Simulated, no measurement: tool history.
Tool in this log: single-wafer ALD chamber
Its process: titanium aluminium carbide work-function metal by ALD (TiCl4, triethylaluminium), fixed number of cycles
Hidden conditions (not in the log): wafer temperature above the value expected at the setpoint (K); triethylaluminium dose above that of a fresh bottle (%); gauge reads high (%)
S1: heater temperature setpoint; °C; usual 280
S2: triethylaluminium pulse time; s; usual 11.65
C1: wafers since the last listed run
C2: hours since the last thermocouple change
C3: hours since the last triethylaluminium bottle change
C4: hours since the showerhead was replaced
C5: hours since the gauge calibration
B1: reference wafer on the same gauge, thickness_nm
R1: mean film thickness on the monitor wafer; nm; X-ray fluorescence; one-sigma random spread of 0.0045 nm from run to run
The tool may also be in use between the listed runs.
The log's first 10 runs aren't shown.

Run 11, day 3.788: usual settings; C1 73; C2 22.5; C3 1782.3; C4 6288.3; C5 215.3; B1 2.001. Result: R1 1.568 nm.
Run 12, day 4.483: usual settings; C1 157; C2 39.2; C3 1799.0; C4 6305.0; C5 232.0; B1 2.000. Result: R1 1.575 nm.
At day 5.346: triethylaluminium bottle replaced.
Run 13, day 5.367: usual settings; C1 124; C2 60.4; C3 0.5; C4 6326.2; C5 253.2; B1 1.999. Result: R1 1.705 nm.
Run 14, day 5.721: usual settings but S2 15.48 s; C1 80; C2 68.9; C3 9.0; C4 6334.7; C5 261.7; B1 2.000. Result: R1 1.724 nm.
Run 15, day 6.112: usual settings; C1 88; C2 78.3; C3 18.4; C4 6344.1; C5 271.1; B1 1.997. Result: R1 1.700 nm.
Run 16, day 6.712: usual settings but S1 295 °C, S2 15.60 s; C1 135; C2 92.7; C3 32.8; C4 6358.5; C5 285.5; B1 2.000. Result: R1 1.836 nm.
At day 6.750: gauge calibrated.
At day 7.050: showerhead replaced.
Run 17, day 7.388: usual settings but S1 284 °C, S2 15.34 s; C1 77; C2 108.9; C3 49.0; C4 8.1; C5 15.3; B1 2.000. Result: R1 1.752 nm.
Run 18, day 7.912: usual settings but S1 293 °C, S2 7.50 s; C1 118; C2 121.5; C3 61.6; C4 20.7; C5 27.9; B1 2.000. Result: R1 1.686 nm.
Run 19, day 8.242: usual settings but S1 286 °C, S2 13.55 s; C1 74; C2 129.4; C3 69.5; C4 28.6; C5 35.8; B1 2.000. Result: R1 1.758 nm.
Run 20, day 8.667: usual settings but S2 8.78 s; C1 96; C2 139.6; C3 79.7; C4 38.8; C5 46.0; B1 1.999. Result: R1 1.639 nm.
Run 21, day 8.962: usual settings but S1 295 °C, S2 15.87 s; C1 66; C2 146.7; C3 86.8; C4 45.9; C5 53.1; B1 2.001. Result: R1 1.835 nm.
Run 22, day 9.604: usual settings; C1 145; C2 162.1; C3 102.2; C4 61.3; C5 68.5; B1 1.998. Result: R1 1.705 nm.
Run 23, day 9.933: usual settings but S1 275 °C; C1 74; C2 170.0; C3 110.1; C4 69.2; C5 76.4; B1 2.000. Result: R1 1.666 nm.
Run 24, day 10.275: usual settings but S1 266 °C, S2 9.64 s; C1 77; C2 178.2; C3 118.3; C4 77.4; C5 84.6; B1 2.000. Result: R1 1.573 nm.
Run 25, day 10.846: usual settings but S1 288 °C; C1 129; C2 191.9; C3 132.0; C4 91.1; C5 98.3; B1 2.000. Result: R1 1.756 nm.
Run 26, day 11.542: usual settings but S1 291 °C, S2 7.00 s; C1 157; C2 208.6; C3 148.7; C4 107.8; C5 115.0; B1 2.000. Result: R1 1.648 nm.
Run 27, day 11.808: usual settings; C1 60; C2 215.0; C3 155.1; C4 114.2; C5 121.4; B1 2.000. Result: R1 1.699 nm.
Run 28, day 12.350: usual settings but S1 274 °C, S2 7.69 s; C1 122; C2 228.0; C3 168.1; C4 127.2; C5 134.4; B1 2.002. Result: R1 1.566 nm.
Run 29, day 12.958: usual settings but S1 292 °C; C1 137; C2 242.6; C3 182.7; C4 141.8; C5 149.0; B1 2.002. Result: R1 1.783 nm.
Run 30, day 13.646: usual settings but S1 275 °C; C1 155; C2 259.1; C3 199.2; C4 158.3; C5 165.5; B1 2.001. Result: R1 1.670 nm.
Run 31, day 14.025: usual settings but S1 275 °C; C1 85; C2 268.2; C3 208.3; C4 167.4; C5 174.6; B1 1.999. Result: R1 1.673 nm.
Run 32, day 14.292: usual settings but S1 286 °C, S2 13.55 s; C1 60; C2 274.6; C3 214.7; C4 173.8; C5 181.0; B1 1.998. Result: R1 1.753 nm.

Predict each of these 5 candidate next runs independently; none follows another, all start after run 32:
Run A, day 14.308: usual settings but S2 7.44 s; C1 3; C2 275.0; C3 215.1; C4 174.2; C5 181.4; B1 ?. Result: R1 ?.
Run B, day 14.308: usual settings but S1 270 °C, S2 14.15 s; C1 3; C2 275.0; C3 215.1; C4 174.2; C5 181.4; B1 ?. Result: R1 ?.
Run C, day 14.308: usual settings but S1 292 °C, S2 14.34 s; C1 3; C2 275.0; C3 215.1; C4 174.2; C5 181.4; B1 ?. Result: R1 ?.
Run D, day 14.308: usual settings but S1 269 °C, S2 13.14 s; C1 3; C2 275.0; C3 215.1; C4 174.2; C5 181.4; B1 ?. Result: R1 ?.
Run E, day 14.308: usual settings but S2 12.90 s; C1 3; C2 275.0; C3 215.1; C4 174.2; C5 181.4; B1 ?. Result: R1 ?.

run     B1     R1
  A  2.001  1.594
  B  2.001  1.647
  C  2.001  1.804
  D  2.001  1.634
  E  2.001  1.709
With the hidden condition removed and each run's random variation left untouched, the same runs would have given:
run     R1
  A  1.613
  B  1.652
  C  1.808
  D  1.639
  E  1.715
